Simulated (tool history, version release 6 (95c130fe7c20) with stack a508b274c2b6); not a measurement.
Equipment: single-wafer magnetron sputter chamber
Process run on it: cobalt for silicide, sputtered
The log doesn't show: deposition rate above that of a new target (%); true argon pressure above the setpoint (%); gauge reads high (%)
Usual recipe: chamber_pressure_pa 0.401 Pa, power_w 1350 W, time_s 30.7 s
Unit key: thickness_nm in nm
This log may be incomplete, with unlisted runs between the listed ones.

| run | hour | chamber_pressure_pa | power_w | time_s | wafers since the last listed run | wafers on the sputter target | hours since the last manometer calibration | hours since the magnet pack was replaced | hours since the gauge calibration | read-back reference wafer on the same gauge, thickness_nm | thickness_nm |
|---|---|---|---|---|---|---|---|---|---|---|---|
| 1 | 0.0 | 0.521 | 1350 | 30.7 | 0 | 7318 | 1612.8 | 9312.9 | 1674.4 | 20.415 | 17.776 |
| 2 | 26.9 | 0.281 | 1350 | 30.7 | 442 | 7761 | 1639.7 | 9339.8 | 1701.3 | 20.435 | 18.974 |
|  | 55.7 | capacitance manometer re-zeroed and calibrated |
|  | 58.4 | sputter target and shields replaced |
| 3 | 58.9 | 0.281 | 1350 | 30.7 | 349 | 8 | 3.2 | 9371.8 | 1733.3 | 20.391 | 20.155 |
| 4 | 111.5 | 0.401 | 1350 | 30.7 | 865 | 873 | 55.8 | 9424.4 | 1785.9 | 20.385 | 19.343 |
| 5 | 183.1 | 0.401 | 1350 | 30.7 | 1177 | 2051 | 127.4 | 9496.0 | 1857.5 | 20.394 | 18.821 |
| 6 | 233.3 | 0.401 | 1350 | 30.7 | 825 | 2877 | 177.6 | 9546.2 | 1907.7 | 20.440 | 18.667 |
|  | 252.2 | magnet pack replaced |
| 7 | 294.8 | 0.401 | 1350 | 30.7 | 880 | 3757 | 239.1 | 42.6 | 1969.2 | 20.393 | 18.710 |
|  | 295.5 | gauge calibrated |
| 8 | 346.0 | 0.401 | 1350 | 30.7 | 842 | 4599 | 290.3 | 93.8 | 50.5 | 20.422 | 18.435 |
| 9 | 380.6 | 0.401 | 1350 | 30.7 | 569 | 5168 | 324.9 | 128.4 | 85.1 | 20.364 | 18.444 |
| 10 | 445.8 | 0.401 | 1350 | 30.7 | 1072 | 6240 | 390.1 | 193.6 | 150.3 | 20.344 | 18.305 |
| 11 | 488.5 | 0.401 | 1350 | 30.7 | 702 | 6943 | 432.8 | 236.3 | 193.0 | 20.446 | 18.293 |
| 12 | 547.4 | 0.401 | 1350 | 30.7 | 968 | 7912 | 491.7 | 295.2 | 251.9 | 20.392 | 18.277 |
| 13 | 615.8 | 0.401 | 1350 | 30.7 | 1125 | 9037 | 560.1 | 363.6 | 320.3 | 20.390 | 18.414 |
|  | 631.6 | sputter target and shields replaced |
| 14 | 669.7 | 0.401 | 1350 | 30.7 | 755 | 626 | 614.0 | 417.5 | 374.2 | 20.467 | 19.216 |
| 15 | 722.1 | 0.401 | 1500 | 34.4 | 861 | 1488 | 666.4 | 469.9 | 426.6 | 20.432 | 23.530 |
| 16 | 775.5 | 0.253 | 1250 | 33.7 | 878 | 2366 | 719.8 | 523.3 | 480.0 | 20.395 | 20.087 |
| 17 | 815.9 | 0.401 | 1500 | 30.7 | 664 | 3031 | 760.2 | 563.7 | 520.4 | 20.411 | 20.775 |
| 18 | 984.8 | 0.401 | 1350 | 28.0 | 2778 | 5809 | 929.1 | 732.6 | 689.3 | 20.459 | 16.893 |
| 19 | 1026.2 | 0.401 | 1350 | 30.7 | 681 | 6490 | 970.5 | 774.0 | 730.7 | 20.405 | 18.437 |
| 20 | 1081.9 | 0.401 | 1600 | 27.6 | 916 | 7406 | 1026.2 | 829.7 | 786.4 | 20.388 | 19.642 |
|  | 1119.2 | sputter target and shields replaced |
| 21 | 1131.2 | 0.484 | 1350 | 30.7 | 679 | 197 | 1075.5 | 879.0 | 835.7 | 20.420 | 19.072 |
| 22 | 1196.0 | 0.469 | 1350 | 36.1 | 1065 | 1263 | 1140.3 | 943.8 | 900.5 | 20.410 | 22.181 |
| 23 | 1233.6 | 0.401 | 1350 | 30.7 | 618 | 1881 | 1177.9 | 981.4 | 938.1 | 20.441 | 18.921 |
| 24 | 1295.9 | 0.401 | 1350 | 33.8 | 1024 | 2906 | 1240.2 | 1043.7 | 1000.4 | 20.438 | 20.598 |
| 25 | 1342.4 | 0.281 | 1350 | 30.7 | 764 | 3671 | 1286.7 | 1090.2 | 1046.9 | 20.421 | 19.236 |
| 26 | 1411.1 | 0.527 | 1150 | 36.0 | 1130 | 4801 | 1355.4 | 1158.9 | 1115.6 | 20.392 | 17.991 |
| 27 | 1464.8 | 0.275 | 1350 | 35.0 | 883 | 5685 | 1409.1 | 1212.6 | 1169.3 | 20.385 | 21.878 |
| 28 | 1513.3 | 0.401 | 1150 | 28.2 | 797 | 6482 | 1457.6 | 1261.1 | 1217.8 | 20.445 | 14.418 |
| 29 | 1562.0 | 0.401 | 1350 | 30.7 | 801 | 7284 | 1506.3 | 1309.8 | 1266.5 | 20.410 | 18.443 |
|  | 1597.6 | sputter target and shields replaced |
| 30 | 1621.7 | 0.401 | 1350 | 30.7 | 850 | 395 | 1566.0 | 1369.5 | 1326.2 | 20.362 | 19.336 |
| 31 | 1655.1 | 0.475 | 1600 | 25.4 | 549 | 945 | 1599.4 | 1402.9 | 1359.6 | 20.382 | 18.364 |
| 32 | 1693.9 | 0.401 | 1350 | 30.7 | 638 | 1583 | 1638.2 | 1441.7 | 1398.4 | 20.429 | 18.680 |
| 33 | 1730.6 | 0.401 | 1350 | 30.7 | 603 | 2187 | 1674.9 | 1478.4 | 1435.1 | 20.458 | 18.696 |
| 34 | 1778.6 | 0.312 | 1650 | 35.9 | 789 | 2976 | 1722.9 | 1526.4 | 1483.1 | 20.389 | 27.305 |

For run 35, what comes out?
| 35 | 1822.3 | 0.401 | 1000 | 30.7 | 718 | 3695 | 1766.6 | 1570.1 | 1526.8 | ? | ? |

read-back reference wafer on the same gauge, thickness_nm: 20.386
thickness_nm: 13.718 nm
Without the tool's hidden state the same run would have given thickness_nm 14.532 nm.
